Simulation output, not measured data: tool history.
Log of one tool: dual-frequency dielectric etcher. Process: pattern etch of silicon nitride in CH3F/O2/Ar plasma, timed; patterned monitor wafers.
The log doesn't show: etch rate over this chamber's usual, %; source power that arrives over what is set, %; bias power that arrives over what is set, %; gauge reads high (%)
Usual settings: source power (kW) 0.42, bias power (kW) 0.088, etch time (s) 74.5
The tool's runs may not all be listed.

run     day  source power (kW)  bias power (kW)  etch time (s)  wafers since the last listed run  hours since the last wet clean  hours since the last source power generator calibration  hours since the last bias power generator calibration  hours since the last upper electrode change  hours since the gauge calibration  read-back reference wafer on the same gauge, depth_nm  mean etch depth across the wafer (angstrom)
  1       0               0.47            0.088           74.5                                 0                             1.5                                                   1656.4                                                   2688                                       3253.6                                630                                                     63                                          596
  2   2.646               0.47            0.088           74.5                               645                              65                                                   1719.9                                                 2751.5                                       3317.1                              693.5                                                     63                                          598
  3   5.588               0.47            0.088           74.5                               717                           135.6                                                   1790.5                                                 2822.1                                       3387.7                              764.1                                                     63                                          601
  4   8.267               0.42            0.088           74.5                               653                           199.9                                                   1854.8                                                 2886.4                                         3452                              828.4                                                     63                                          584
  5   9.975               0.42            0.105           74.5                               416                           240.9                                                   1895.8                                                 2927.4                                         3493                              869.4                                                   62.9                                          619
  6  13.358               0.42            0.105           74.5                               825                           322.1                                                     1977                                                 3008.6                                       3574.2                              950.6                                                   63.1                                          619
  7  17.617               0.42            0.105           74.5                              1038                           424.3                                                   2079.2                                                 3110.8                                       3676.4                             1052.8                                                   63.1                                          620
     21.825  -- gauge calibrated
     22.233  -- wet clean of the chamber
  8  22.254               0.42            0.088           74.5                               887                             0.5                                                   2190.5                                                 3222.1                                       3787.7                               10.3                                                   63.1                                          611
  9  24.971               0.42            0.088             83                               662                            65.7                                                   2255.7                                                 3287.3                                       3852.9                               75.5                                                   63.1                                          687
 10  28.633               0.42            0.088             83                               893                           153.6                                                   2343.6                                                 3375.2                                       3940.8                              163.4                                                     63                                          686
     30.079  -- upper electrode replaced
 11  30.208               0.42            0.088             83                               140                           191.4                                                   2381.4                                                   3413                                          3.1                              201.2                                                   63.1                                          688
     33.475  -- wet clean of the chamber, repeated, since the last time left the tool worse
 12  33.496               0.49            0.094           80.5                               558                             0.5                                                   2460.3                                                 3491.9                                           82                              280.1                                                     63                                          659
 13  36.417               0.36            0.088             83                               712                            70.6                                                   2530.4                                                   3562                                        152.1                              350.2                                                     63                                          617
     38.871  -- bias power generator calibrated
     39.933  -- source power generator calibrated
 14  40.479               0.42            0.088           74.5                               909                           168.1                                                     13.1                                                   38.6                                        249.6                              447.7                                                     63                                          577
 15  43.154               0.42            0.088           74.5                               652                           232.3                                                     77.3                                                  102.8                                        313.8                              511.9                                                   62.9                                          587
 16  45.967               0.42            0.088             60                               686                           299.8                                                    144.8                                                  170.3                                        381.3                              579.4                                                     63                                          468
 17  49.088               0.36            0.088             83                               761                           374.7                                                    219.7                                                  245.2                                        456.2                              654.3                                                   63.1                                          623
 18  52.621                0.5            0.088           74.5                               861                           459.5                                                    304.5                                                    330                                          541                              739.1                                                     63                                          629
     56.733  -- wet clean of the chamber
 19  56.754               0.49            0.088           92.5                               764                             0.5                                                    403.7                                                  429.2                                        640.2                              838.3                                                     63                                          751
 20  58.508               0.42            0.088           74.5                               427                            42.6                                                    445.8                                                  471.3                                        682.3                              880.4                                                     63                                          576
 21  62.775               0.42            0.076             63                              1040                             145                                                    548.2                                                  573.7                                        784.7                              982.8                                                   62.9                                          472
 22  64.479               0.42            0.105           74.5                               415                           185.9                                                    589.1                                                  614.6                                        825.6                             1023.7                                                     63                                          611

The next listed run, before its measurement:
 23  68.867               0.37            0.088           74.5                              1070                           291.2                                                    694.4                                                  719.9                                        930.9                               1129                                                      ?                                            ?

{"run 23": {"read-back reference wafer on the same gauge, depth_nm": 63, "mean etch depth across the wafer (angstrom)": 566}}
Without the tool's hidden state the same run would have given mean etch depth across the wafer (angstrom) 559.
